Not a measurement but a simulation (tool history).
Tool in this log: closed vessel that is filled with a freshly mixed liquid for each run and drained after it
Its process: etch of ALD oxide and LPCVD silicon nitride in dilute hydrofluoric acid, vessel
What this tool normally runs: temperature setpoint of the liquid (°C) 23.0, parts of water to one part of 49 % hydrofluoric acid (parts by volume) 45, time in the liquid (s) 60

run   hour  temperature setpoint of the liquid (°C)  parts of water to one part of 49 % hydrofluoric acid (parts by volume)  time in the liquid (s)  wafers since the last listed run  hours since the thermometer was replaced  hours since the hydrofluoric acid flow meter was replaced  hours since the gauge calibration  read-back film thickness of the ALD oxide reference wafer, read on the same gauge (nm)  read-back film thickness of the LPCVD silicon nitride reference wafer, read on the same gauge (nm)  thickness taken off the ALD oxide on a monitor wafer (nm)  thickness taken off the LPCVD silicon nitride on a monitor wafer (nm)
  1    0.0                                     23.0                                                                      45                      60                                 0                                     895.2                                                      979.8                              130.5                                                                                  149.98                                                                                             110.028                                                      40.29                                                                  0.697
  2   14.2                                     23.0                                                                      45                      60                              1512                                     909.4                                                      994.0                              144.7                                                                                  150.00                                                                                             110.017                                                      40.29                                                                  0.694
  3   33.6                                     23.0                                                                      60                      60                              2066                                     928.8                                                     1013.4                              164.1                                                                                  150.01                                                                                             110.003                                                      29.29                                                                  0.531
  4   62.0                                     23.0                                                                      45                      60                              3024                                     957.2                                                     1041.8                              192.5                                                                                  150.00                                                                                             109.997                                                      40.48                                                                  0.628
  5   75.6                                     23.0                                                                      45                      60                              1448                                     970.8                                                     1055.4                              206.1                                                                                  149.99                                                                                             109.996                                                      40.56                                                                  0.737
  6   88.9                                     23.0                                                                      45                      60                              1416                                     984.1                                                     1068.7                              219.4                                                                                  150.03                                                                                             109.987                                                      40.81                                                                  0.771
  7  117.2                                     23.0                                                                      45                      60                              3014                                    1012.4                                                     1097.0                              247.7                                                                                  149.99                                                                                             109.975                                                      40.38                                                                  0.770
  8  182.0                                     23.0                                                                      45                      60                              6901                                    1077.2                                                     1161.8                              312.5                                                                                  149.99                                                                                             110.002                                                      40.76                                                                  0.722
  9  209.5                                     23.0                                                                      55                      60                              2928                                    1104.7                                                     1189.3                              340.0                                                                                  149.97                                                                                             109.994                                                      32.82                                                                  0.558
 10  229.2                                     23.0                                                                      45                      40                              2098                                    1124.4                                                     1209.0                              359.7                                                                                  149.99                                                                                             110.018                                                      27.21                                                                  0.473
     229.2  -- gauge calibrated
 11  247.5                                     23.0                                                                      45                      40                              1948                                    1142.7                                                     1227.3                               18.3                                                                                  149.98                                                                                             109.997                                                      27.40                                                                  0.496
 12  272.3                                     23.0                                                                      35                      45                              2641                                    1167.5                                                     1252.1                               43.1                                                                                  150.02                                                                                             109.985                                                      39.98                                                                  0.703
 13  293.3                                     19.0                                                                      45                      60                              2236                                    1188.5                                                     1273.1                               64.1                                                                                  149.99                                                                                             110.010                                                      34.64                                                                  0.563
 14  322.3                                     19.0                                                                      45                      50                              3088                                    1217.5                                                     1302.1                               93.1                                                                                  150.00                                                                                             110.000                                                      29.16                                                                  0.487
     333.0  -- thermometer replaced
 15  341.5                                     23.0                                                                      35                      60                              1938                                       8.5                                                     1321.3                              112.3                                                                                  149.99                                                                                             110.007                                                      47.92                                                                  0.781
 16  357.4                                     23.0                                                                      45                      60                              1693                                      24.4                                                     1337.2                              128.2                                                                                  150.00                                                                                             110.018                                                      36.76                                                                  0.587
 17  371.8                                     23.0                                                                      45                      90                              1533                                      38.8                                                     1351.6                              142.6                                                                                  150.01                                                                                             110.023                                                      55.33                                                                  0.889
 18  401.7                                     19.5                                                                      45                      75                              3184                                      68.7                                                     1381.5                              172.5                                                                                  150.00                                                                                             110.025                                                      39.82                                                                  0.622
     403.3  -- hydrofluoric acid flow meter replaced
 19  429.8                                     21.0                                                                      45                      35                              2886                                      96.8                                                       26.5                              200.6                                                                                  150.03                                                                                             110.007                                                      20.06                                                                  0.329
 20  464.4                                     23.0                                                                      45                      60                              3684                                     131.4                                                       61.1                              235.2                                                                                  149.99                                                                                             109.996                                                      37.33                                                                  0.583
 21  485.3                                     23.0                                                                      45                      60                              2225                                     152.3                                                       82.0                              256.1                                                                                  150.00                                                                                             109.998                                                      37.66                                                                  0.645
 22  506.9                                     27.5                                                                      45                      60                              2300                                     173.9                                                      103.6                              277.7                                                                                  149.98                                                                                             109.987                                                      44.53                                                                  0.828

What was the tool's hidden state at every run in the log?
hydrofluoric acid flow below the setpoint (%): 0 in every run
gauge reads high (%): 0 in every run
H1: liquid hotter than its thermometer reads (K)
run     H1
  1   2.33
  2   2.37
  3   2.41
  4   2.48
  5   2.51
  6   2.54
  7   2.61
  8   2.76
  9   2.82
 10   2.87
 11   2.91
 12   2.97
 13   3.02
 14   3.08
 15  0.201
 16  0.238
 17  0.272
 18  0.342
 19  0.407
 20  0.488
 21  0.537
 22  0.587

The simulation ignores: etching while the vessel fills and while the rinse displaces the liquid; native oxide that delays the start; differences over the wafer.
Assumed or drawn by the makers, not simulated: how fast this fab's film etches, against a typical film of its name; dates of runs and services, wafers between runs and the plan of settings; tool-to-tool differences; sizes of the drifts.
